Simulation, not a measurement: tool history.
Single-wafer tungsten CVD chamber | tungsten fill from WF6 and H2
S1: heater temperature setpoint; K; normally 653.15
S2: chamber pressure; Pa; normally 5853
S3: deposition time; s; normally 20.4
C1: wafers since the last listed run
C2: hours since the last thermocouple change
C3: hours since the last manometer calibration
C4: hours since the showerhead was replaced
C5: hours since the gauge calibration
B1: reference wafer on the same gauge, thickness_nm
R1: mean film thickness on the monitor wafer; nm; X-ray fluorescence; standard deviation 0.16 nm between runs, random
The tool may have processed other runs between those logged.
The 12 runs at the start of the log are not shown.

{"run": 13, "day": 28.642, "S1": 653.15, "S2": 5853, "S3": 20.4, "C1": 1536, "C2": 2315.8, "C3": 416.7, "C4": 501.6, "C5": 1700.5, "B1": 42.898, "R1": 46.765}
{"run": 14, "day": 30.717, "S1": 647.15, "S2": 7026, "S3": 22.3, "C1": 1214, "C2": 2365.6, "C3": 466.5, "C4": 551.4, "C5": 1750.3, "B1": 42.963, "R1": 47.554}
{"run": 15, "day": 32.354, "S1": 653.15, "S2": 5853, "S3": 20.4, "C1": 958, "C2": 2404.9, "C3": 505.8, "C4": 590.7, "C5": 1789.6, "B1": 42.867, "R1": 46.836}
{"run": 16, "day": 34.433, "S1": 653.15, "S2": 5853, "S3": 20.4, "C1": 1217, "C2": 2454.8, "C3": 555.7, "C4": 640.6, "C5": 1839.5, "B1": 42.887, "R1": 46.723}
{"run": 17, "day": 35.667, "S1": 667.15, "S2": 4906, "S3": 18.3, "C1": 721, "C2": 2484.4, "C3": 585.3, "C4": 670.2, "C5": 1869.1, "B1": 42.896, "R1": 52.002}
{"run": 18, "day": 37.033, "S1": 642.15, "S2": 6479, "S3": 17.2, "C1": 800, "C2": 2517.2, "C3": 618.1, "C4": 703, "C5": 1901.9, "B1": 42.917, "R1": 32.212}
{"run": 19, "day": 38.7, "S1": 653.15, "S2": 5853, "S3": 20.4, "C1": 975, "C2": 2557.2, "C3": 658.1, "C4": 743, "C5": 1941.9, "B1": 42.827, "R1": 46.647}
{"day": 39.233, "done": "thermocouple changed; heater temperature recalibrated"}
{"run": 20, "day": 41.404, "S1": 659.15, "S2": 5853, "S3": 18.6, "C1": 1387, "C2": 52.1, "C3": 723, "C4": 807.9, "C5": 2006.8, "B1": 42.835, "R1": 48.517}
{"run": 21, "day": 43.046, "S1": 653.15, "S2": 5853, "S3": 18.8, "C1": 961, "C2": 91.5, "C3": 762.4, "C4": 847.3, "C5": 2046.2, "B1": 42.899, "R1": 43.694}
{"run": 22, "day": 45.062, "S1": 645.15, "S2": 6693, "S3": 16.5, "C1": 1180, "C2": 139.9, "C3": 810.8, "C4": 895.7, "C5": 2094.6, "B1": 42.858, "R1": 33.656}
{"run": 23, "day": 47.546, "S1": 653.15, "S2": 5853, "S3": 20.4, "C1": 1453, "C2": 199.5, "C3": 870.4, "C4": 955.3, "C5": 2154.2, "B1": 42.842, "R1": 47.087}
{"run": 24, "day": 49.654, "S1": 653.15, "S2": 5853, "S3": 20.4, "C1": 1234, "C2": 250.1, "C3": 921, "C4": 1005.9, "C5": 2204.8, "B1": 42.951, "R1": 47.321}
{"day": 50.15, "done": "gauge calibrated"}
{"run": 25, "day": 51.021, "S1": 648.15, "S2": 5853, "S3": 18.4, "C1": 800, "C2": 282.9, "C3": 953.8, "C4": 1038.7, "C5": 20.9, "B1": 42.852, "R1": 38.28}
{"run": 26, "day": 56.725, "S1": 662.15, "S2": 4426, "S3": 23.8, "C1": 3339, "C2": 419.8, "C3": 1090.7, "C4": 1175.6, "C5": 157.8, "B1": 42.846, "R1": 59.811}
{"run": 27, "day": 58.167, "S1": 653.15, "S2": 4946, "S3": 20.4, "C1": 843, "C2": 454.4, "C3": 1125.3, "C4": 1210.2, "C5": 192.4, "B1": 42.847, "R1": 44.551}
{"run": 28, "day": 60.354, "S1": 658.15, "S2": 5853, "S3": 20.4, "C1": 1280, "C2": 506.9, "C3": 1177.8, "C4": 1262.7, "C5": 244.9, "B1": 42.818, "R1": 51.802}
{"run": 29, "day": 62.692, "S1": 653.15, "S2": 5853, "S3": 19.2, "C1": 1368, "C2": 563, "C3": 1233.9, "C4": 1318.8, "C5": 301, "B1": 42.875, "R1": 43.825}
{"run": 30, "day": 65.004, "S1": 668.15, "S2": 5853, "S3": 19.2, "C1": 1353, "C2": 618.5, "C3": 1289.4, "C4": 1374.3, "C5": 356.5, "B1": 42.909, "R1": 59.186}
{"run": 31, "day": 66.517, "S1": 643.15, "S2": 5253, "S3": 19.3, "C1": 885, "C2": 654.8, "C3": 1325.7, "C4": 1410.6, "C5": 392.8, "B1": 42.89, "R1": 34.81}
{"run": 32, "day": 69.483, "S1": 653.15, "S2": 6559, "S3": 20.4, "C1": 1736, "C2": 726, "C3": 1396.9, "C4": 1481.8, "C5": 464, "B1": 42.855, "R1": 48.823}
{"run": 33, "day": 71.879, "S1": 653.15, "S2": 5853, "S3": 20.4, "C1": 1402, "C2": 783.5, "C3": 1454.4, "C4": 1539.3, "C5": 521.5, "B1": 42.914, "R1": 46.619}
{"run": 34, "day": 73.792, "S1": 653.15, "S2": 5413, "S3": 17.5, "C1": 1119, "C2": 829.4, "C3": 1500.3, "C4": 1585.2, "C5": 567.4, "B1": 42.974, "R1": 39.019}

What if the next run were any one of these 4? Each begins from the tool's condition after run 34:
{"run": "A", "day": 73.808, "S1": 653.15, "S2": 5853, "S3": 20.4, "C1": 9, "C2": 829.8, "C3": 1500.7, "C4": 1585.6, "C5": 567.8, "B1": "?", "R1": "?"}
{"run": "B", "day": 73.808, "S1": 639.15, "S2": 5160, "S3": 23.8, "C1": 9, "C2": 829.8, "C3": 1500.7, "C4": 1585.6, "C5": 567.8, "B1": "?", "R1": "?"}
{"run": "C", "day": 73.808, "S1": 645.15, "S2": 5853, "S3": 18.3, "C1": 9, "C2": 829.8, "C3": 1500.7, "C4": 1585.6, "C5": 567.8, "B1": "?", "R1": "?"}
{"run": "D", "day": 73.808, "S1": 653.15, "S2": 4640, "S3": 20.4, "C1": 9, "C2": 829.8, "C3": 1500.7, "C4": 1585.6, "C5": 567.8, "B1": "?", "R1": "?"}

run=A B1=42.973 R1=46.547
run=B B1=42.973 R1=38.994
run=C B1=42.973 R1=35.389
run=D B1=42.973 R1=43.339
Had the tool no hidden state, the same runs would have come out as:
run=A R1=47.978
run=B R1=40.226
run=C R1=36.488
run=D R1=44.684
